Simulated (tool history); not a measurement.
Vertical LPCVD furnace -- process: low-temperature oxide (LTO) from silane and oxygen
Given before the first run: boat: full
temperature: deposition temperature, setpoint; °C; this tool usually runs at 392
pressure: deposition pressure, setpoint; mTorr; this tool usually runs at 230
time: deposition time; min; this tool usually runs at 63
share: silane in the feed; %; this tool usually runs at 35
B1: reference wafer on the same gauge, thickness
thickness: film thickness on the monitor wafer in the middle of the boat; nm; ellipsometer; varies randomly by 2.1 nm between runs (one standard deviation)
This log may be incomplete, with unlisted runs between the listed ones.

Run 1, hour 0: usual settings but temperature 384 °C, time 43.5 min; B1 489.8. Result: thickness 292.19 nm.
Run 2, hour 14.8: usual settings; B1 490.09. Result: thickness 466.32 nm.
Run 3, hour 40.4: usual settings; B1 490.76. Result: thickness 466.84 nm.
Run 4, hour 56: usual settings but temperature 396 °C, time 69.5 min; B1 490.6. Result: thickness 537.25 nm.
Run 5, hour 86.8: usual settings but temperature 396 °C, time 69.5 min; B1 491.03. Result: thickness 539.8 nm.
Run 6, hour 106.7: usual settings but share 38 %; B1 491.2. Result: thickness 522.63 nm.
Run 7, hour 134.1: usual settings but share 38 %; B1 491.77. Result: thickness 526.04 nm.
Run 8, hour 156: usual settings but share 38 %; B1 492.31. Result: thickness 523.9 nm.
Run 9, hour 189: usual settings; B1 492.64. Result: thickness 470.72 nm.
Run 10, hour 219.1: usual settings; B1 493.21. Result: thickness 471.43 nm.
Run 11, hour 236.2: usual settings; B1 493.16. Result: thickness 467.84 nm.
Run 12, hour 253.6: usual settings; B1 493.82. Result: thickness 466.97 nm.
At hour 285.6: thermocouples replaced and temperature profile calibrated.
Run 13, hour 286.1: usual settings but share 33 %; B1 494.15. Result: thickness 432.81 nm.
Run 14, hour 340.3: usual settings; B1 494.79. Result: thickness 469.04 nm.
Run 15, hour 368.8: usual settings but temperature 381 °C, pressure 180 mTorr, share 31 %; B1 495.9. Result: thickness 271.24 nm.
At hour 418.5: silane flow controller replaced.
Run 16, hour 419: usual settings; B1 496.35. Result: thickness 471.33 nm.
Run 17, hour 423.3: usual settings but time 70 min; B1 496.34. Result: thickness 528.58 nm.
Run 18, hour 427.7: usual settings; B1 495.95. Result: thickness 475.23 nm.
At hour 435.5: gauge calibrated.
Run 19, hour 441.1: usual settings but temperature 398 °C, pressure 190 mTorr; B1 479.46. Result: thickness 405.34 nm.
Run 20, hour 494: usual settings but time 82 min, share 39 %; B1 480.86. Result: thickness 686.63 nm.
Run 21, hour 509.5: usual settings but temperature 400 °C, share 40 %; B1 480.61. Result: thickness 599.04 nm.
Run 22, hour 534.8: usual settings but pressure 190 mTorr, time 55 min; B1 481.1. Result: thickness 329.89 nm.
At hour 570.3: pressure gauge zeroed.
Run 23, hour 570.8: usual settings; B1 481.76. Result: thickness 463.02 nm.
Run 24, hour 601.2: usual settings but pressure 285 mTorr, time 45 min; B1 481.49. Result: thickness 405.93 nm.
Run 25, hour 636.5: usual settings; B1 482.39. Result: thickness 461.69 nm.
Run 26, hour 670.5: usual settings but share 39 %; B1 483.74. Result: thickness 529.5 nm.
Run 27, hour 705.6: usual settings but temperature 400 °C, pressure 175 mTorr, share 38 %; B1 483.41. Result: thickness 429.31 nm.
Run 28, hour 722: usual settings but temperature 403 °C, pressure 275 mTorr, share 32 %; B1 484.33. Result: thickness 551.53 nm.
Run 29, hour 735.6: usual settings but temperature 388 °C, pressure 265 mTorr, time 75 min; B1 484.02. Result: thickness 599.65 nm.
Run 30, hour 762: usual settings but pressure 210 mTorr; B1 484.74. Result: thickness 422.75 nm.
Run 31, hour 796.3: usual settings but temperature 396 °C, pressure 205 mTorr, time 47 min, share 37 %; B1 484.91. Result: thickness 345.24 nm.
Run 32, hour 825.4: usual settings; B1 485.74. Result: thickness 461.02 nm.

3 options for the next run, each taken on its own from the tool as it stands now. Forecast them:
Run A, hour 829.8: usual settings but time 76 min; B1 ?. Result: thickness ?.
Run B, hour 829.8: usual settings but time 39 min, share 41 %; B1 ?. Result: thickness ?.
Run C, hour 829.8: usual settings but pressure 180 mTorr, time 70 min, share 39 %; B1 ?. Result: thickness ?.

run      B1  thickness
  A  485.51     558.89
  B  485.51      351.1
  C  485.51     464.03
Without the tool's unlogged condition, the same runs would have read:
run  thickness
  A     550.18
  B     345.63
  C      456.8
